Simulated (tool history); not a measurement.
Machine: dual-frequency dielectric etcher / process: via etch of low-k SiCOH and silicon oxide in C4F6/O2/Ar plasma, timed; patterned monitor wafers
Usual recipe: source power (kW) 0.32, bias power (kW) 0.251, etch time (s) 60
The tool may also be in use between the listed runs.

run,day,source power (kW),bias power (kW),etch time (s),"read-back reference wafer on the same gauge, depth_nm",mean etch depth across the wafer (angstrom)
1,0,0.32,0.251,60,200.8,1885
2,0.396,0.32,0.251,60,201.3,1879
3,0.933,0.32,0.251,60,201.1,1887
4,1.317,0.32,0.251,60,200.8,1880
5,2.267,0.32,0.251,60,200.8,1887
6,2.746,0.32,0.251,60,201.1,1896
7,3.212,0.32,0.251,64,200.3,2000
8,3.688,0.32,0.251,64,200.8,1970
9,4.125,0.32,0.251,64,201,2013
10,4.438,0.24,0.196,60,200.8,1648
11,4.821,0.39,0.297,52,201.6,1768
12,5.317,0.32,0.251,67.5,200.6,2101
13,6.017,0.26,0.311,52.5,200.9,1605
14,6.446,0.32,0.251,60,200.5,1861
15,6.996,0.39,0.218,73.5,200.9,2357
16,7.612,0.32,0.251,60,200.6,1859
17,8.688,0.32,0.251,60,200.9,1970
18,8.7,0.32,0.251,60,200.8,1964
19,9.912,0.32,0.251,51.5,200.7,1692
20,9.925,0.32,0.251,73.5,200.8,2382
21,9.942,0.34,0.2,48,201.5,1549
22,10.196,0.32,0.279,66,200.7,2218
23,10.496,0.26,0.193,60,200.6,1773
24,11.117,0.32,0.284,60,200.9,2003
25,11.438,0.39,0.28,68,200.6,2379
26,12.162,0.39,0.297,52,201.1,1870
27,12.725,0.38,0.189,60,201.7,1965
28,13.471,0.32,0.251,70,201.1,2296
29,14.104,0.36,0.232,60,200.3,1978

Withheld: 5 entries from between the runs. Position of each, and hidden state at the listed run before versus the listed run after:
Runs 4 to 5: gauge calibrated (day 1.392)
  etch rate over this chamber's usual, %: -3.88 -> -4.11
  measured result minus the result with no hidden state, mean etch depth across the wafer (angstrom): -76 -> -81
Runs 5 to 6: bias power generator calibrated (day 2.479)
  etch rate over this chamber's usual, %: -4.11 -> -4.23
  measured result minus the result with no hidden state, mean etch depth across the wafer (angstrom): -81 -> -84
Runs 7 to 8: source power generator calibrated (day 3.421)
  etch rate over this chamber's usual, %: -4.34 -> -4.46
  measured result minus the result with no hidden state, mean etch depth across the wafer (angstrom): -90 -> -92
Runs 16 to 17: wet clean of the chamber (day 8.667)
  etch rate over this chamber's usual, %: -5.41 -> -0.0979
  measured result minus the result with no hidden state, mean etch depth across the wafer (angstrom): -107 -> -2
Runs 18 to 19: upper electrode replaced (day 9.892)
  etch rate over this chamber's usual, %: -0.101 -> -0.396
  measured result minus the result with no hidden state, mean etch depth across the wafer (angstrom): -2 -> -6

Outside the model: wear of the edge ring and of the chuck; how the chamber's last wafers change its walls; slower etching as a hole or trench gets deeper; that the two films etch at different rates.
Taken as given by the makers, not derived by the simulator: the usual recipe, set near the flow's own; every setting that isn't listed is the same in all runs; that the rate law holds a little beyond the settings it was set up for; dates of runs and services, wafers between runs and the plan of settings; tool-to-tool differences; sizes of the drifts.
